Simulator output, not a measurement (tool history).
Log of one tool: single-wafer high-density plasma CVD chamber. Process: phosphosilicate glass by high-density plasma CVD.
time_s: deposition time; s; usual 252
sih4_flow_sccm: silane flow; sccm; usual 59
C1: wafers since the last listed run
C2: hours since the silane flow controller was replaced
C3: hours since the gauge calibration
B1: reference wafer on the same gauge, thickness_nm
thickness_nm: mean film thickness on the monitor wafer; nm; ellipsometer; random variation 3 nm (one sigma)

{"run": 1, "hour": 0.0, "time_s": 252, "sih4_flow_sccm": 59, "C1": 0, "C2": 1187.4, "C3": 219.1, "B1": 1781.308, "thickness_nm": 1567.86}
{"hour": 6.9, "done": "gauge calibrated"}
{"run": 2, "hour": 10.9, "time_s": 252, "sih4_flow_sccm": 59, "C1": 60, "C2": 1198.3, "C3": 4, "B1": 1780.519, "thickness_nm": 1570.467}
{"run": 3, "hour": 22.1, "time_s": 275, "sih4_flow_sccm": 52, "C1": 61, "C2": 1209.5, "C3": 15.2, "B1": 1780.344, "thickness_nm": 1579.145}
{"run": 4, "hour": 34.9, "time_s": 275, "sih4_flow_sccm": 52, "C1": 70, "C2": 1222.3, "C3": 28, "B1": 1780.267, "thickness_nm": 1570.996}
{"run": 5, "hour": 43.5, "time_s": 252, "sih4_flow_sccm": 52, "C1": 47, "C2": 1230.9, "C3": 36.6, "B1": 1780.147, "thickness_nm": 1439.798}
{"run": 6, "hour": 51.9, "time_s": 252, "sih4_flow_sccm": 52, "C1": 46, "C2": 1239.3, "C3": 45, "B1": 1780.086, "thickness_nm": 1443.363}
{"run": 7, "hour": 66.4, "time_s": 252, "sih4_flow_sccm": 59, "C1": 79, "C2": 1253.8, "C3": 59.5, "B1": 1780.9, "thickness_nm": 1566.299}
{"run": 8, "hour": 73.2, "time_s": 252, "sih4_flow_sccm": 59, "C1": 37, "C2": 1260.6, "C3": 66.3, "B1": 1779.07, "thickness_nm": 1569.573}
{"run": 9, "hour": 81.0, "time_s": 252, "sih4_flow_sccm": 59, "C1": 43, "C2": 1268.4, "C3": 74.1, "B1": 1780.036, "thickness_nm": 1569.662}
{"run": 10, "hour": 98.8, "time_s": 252, "sih4_flow_sccm": 59, "C1": 98, "C2": 1286.2, "C3": 91.9, "B1": 1780.299, "thickness_nm": 1568.938}
{"run": 11, "hour": 110.4, "time_s": 252, "sih4_flow_sccm": 59, "C1": 63, "C2": 1297.8, "C3": 103.5, "B1": 1779.929, "thickness_nm": 1572.005}
{"run": 12, "hour": 125.6, "time_s": 252, "sih4_flow_sccm": 59, "C1": 83, "C2": 1313, "C3": 118.7, "B1": 1780.687, "thickness_nm": 1562.087}
{"run": 13, "hour": 136.0, "time_s": 252, "sih4_flow_sccm": 59, "C1": 57, "C2": 1323.4, "C3": 129.1, "B1": 1779.868, "thickness_nm": 1568.289}
{"run": 14, "hour": 144.3, "time_s": 266, "sih4_flow_sccm": 59, "C1": 45, "C2": 1331.7, "C3": 137.4, "B1": 1778.991, "thickness_nm": 1648.726}
{"run": 15, "hour": 155.4, "time_s": 285, "sih4_flow_sccm": 59, "C1": 61, "C2": 1342.8, "C3": 148.5, "B1": 1780.413, "thickness_nm": 1771.434}
{"hour": 173.5, "done": "silane flow controller replaced"}
{"run": 16, "hour": 174.0, "time_s": 252, "sih4_flow_sccm": 59, "C1": 58, "C2": 0.5, "C3": 167.1, "B1": 1780.941, "thickness_nm": 1613.383}
{"run": 17, "hour": 183.0, "time_s": 237, "sih4_flow_sccm": 63, "C1": 49, "C2": 9.5, "C3": 176.1, "B1": 1779.809, "thickness_nm": 1585.524}
{"run": 18, "hour": 198.5, "time_s": 252, "sih4_flow_sccm": 47, "C1": 85, "C2": 25, "C3": 191.6, "B1": 1780.594, "thickness_nm": 1392.103}
{"run": 19, "hour": 207.0, "time_s": 219, "sih4_flow_sccm": 49, "C1": 46, "C2": 33.5, "C3": 200.1, "B1": 1780.375, "thickness_nm": 1238.883}
{"run": 20, "hour": 214.2, "time_s": 287, "sih4_flow_sccm": 67, "C1": 39, "C2": 40.7, "C3": 207.3, "B1": 1779.253, "thickness_nm": 2005.463}
{"run": 21, "hour": 222.0, "time_s": 235, "sih4_flow_sccm": 48, "C1": 43, "C2": 48.5, "C3": 215.1, "B1": 1780.161, "thickness_nm": 1310.667}
{"hour": 231.6, "done": "gauge calibrated"}
{"run": 22, "hour": 235.6, "time_s": 252, "sih4_flow_sccm": 59, "C1": 75, "C2": 62.1, "C3": 4, "B1": 1779.497, "thickness_nm": 1608.828}
{"run": 23, "hour": 249.7, "time_s": 296, "sih4_flow_sccm": 70, "C1": 77, "C2": 76.2, "C3": 18.1, "B1": 1780.741, "thickness_nm": 2123.112}
{"run": 24, "hour": 266.3, "time_s": 252, "sih4_flow_sccm": 59, "C1": 91, "C2": 92.8, "C3": 34.7, "B1": 1779.58, "thickness_nm": 1605.095}
{"run": 25, "hour": 275.1, "time_s": 210, "sih4_flow_sccm": 49, "C1": 48, "C2": 101.6, "C3": 43.5, "B1": 1779.735, "thickness_nm": 1181.877}

Run 26 comes next. What will it give?
{"run": 26, "hour": 281.9, "time_s": 288, "sih4_flow_sccm": 51, "C1": 37, "C2": 108.4, "C3": 50.3, "B1": "?", "thickness_nm": "?"}

B1: 1779.68
thickness_nm: 1662.42 nm
Without the tool's hidden state the same run would have given thickness_nm 1680.012 nm.
